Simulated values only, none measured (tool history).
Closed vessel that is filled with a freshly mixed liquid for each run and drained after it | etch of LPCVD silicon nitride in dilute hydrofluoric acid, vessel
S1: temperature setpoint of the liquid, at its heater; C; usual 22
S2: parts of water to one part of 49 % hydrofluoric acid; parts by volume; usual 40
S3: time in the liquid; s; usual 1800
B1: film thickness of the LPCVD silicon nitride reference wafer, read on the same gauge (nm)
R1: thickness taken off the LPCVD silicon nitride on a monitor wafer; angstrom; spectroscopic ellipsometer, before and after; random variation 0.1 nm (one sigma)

run 1 hour=0 | S1=22 S2=40 S3=1800 | B1=50.02 | R1=200.3
run 2 hour=132.2 | S1=22 S2=40 S3=1800 | B1=50.02 | R1=202.7
-- hour=151 hydrofluoric acid flow meter replaced
run 3 hour=215.1 | S1=22 S2=40 S3=1800 | B1=49.97 | R1=194.2
run 4 hour=271.3 | S1=22 S2=30 S3=1800 | B1=50.01 | R1=253.7
run 5 hour=367.5 | S1=22 S2=40 S3=2175 | B1=49.95 | R1=232.7
-- hour=379 gauge calibrated
run 6 hour=439.1 | S1=22 S2=40 S3=2175 | B1=49.97 | R1=233.8
run 7 hour=509.8 | S1=22 S2=40 S3=2175 | B1=49.99 | R1=233.6
run 8 hour=561 | S1=19.5 S2=40 S3=1800 | B1=49.97 | R1=161.3
run 9 hour=644.6 | S1=19.5 S2=40 S3=1800 | B1=49.99 | R1=162.6
run 10 hour=721.4 | S1=22 S2=40 S3=1800 | B1=49.97 | R1=193.9
run 11 hour=758.5 | S1=17 S2=50 S3=1800 | B1=50 | R1=109.5
-- hour=788.4 thermometer replaced
run 12 hour=796.2 | S1=25.5 S2=40 S3=1800 | B1=50.01 | R1=271.7
run 13 hour=875.3 | S1=22 S2=40 S3=2095 | B1=50 | R1=249.3
-- hour=897.8 hydrofluoric acid flow meter replaced
run 14 hour=943.6 | S1=19 S2=40 S3=1180 | B1=49.94 | R1=108.7
run 15 hour=1032.1 | S1=24 S2=25 S3=2880 | B1=50.03 | R1=594.2
run 16 hour=1073.8 | S1=17.5 S2=20 S3=2225 | B1=49.99 | R1=362.3
run 17 hour=1123.7 | S1=24 S2=25 S3=2880 | B1=50.02 | R1=596.5
run 18 hour=1221.1 | S1=22 S2=40 S3=1800 | B1=50.01 | R1=206.9

The same runs without the tool's hidden state, with the same run-to-run variation:
The hidden state here: liquid colder than its thermometer reads (K); hydrofluoric acid flow above the setpoint (%); gauge reads high (%).
run=1 R1=205.3
run=2 R1=207.8
run=3 R1=208.2
run=4 R1=272.2
run=5 R1=249.6
run=6 R1=250.8
run=7 R1=250.6
run=8 R1=173.3
run=9 R1=174.7
run=10 R1=208
run=11 R1=117.9
run=12 R1=262.9
run=13 R1=241.2
run=14 R1=109.4
run=15 R1=597.7
run=16 R1=364.8
run=17 R1=600.4
run=18 R1=208.1
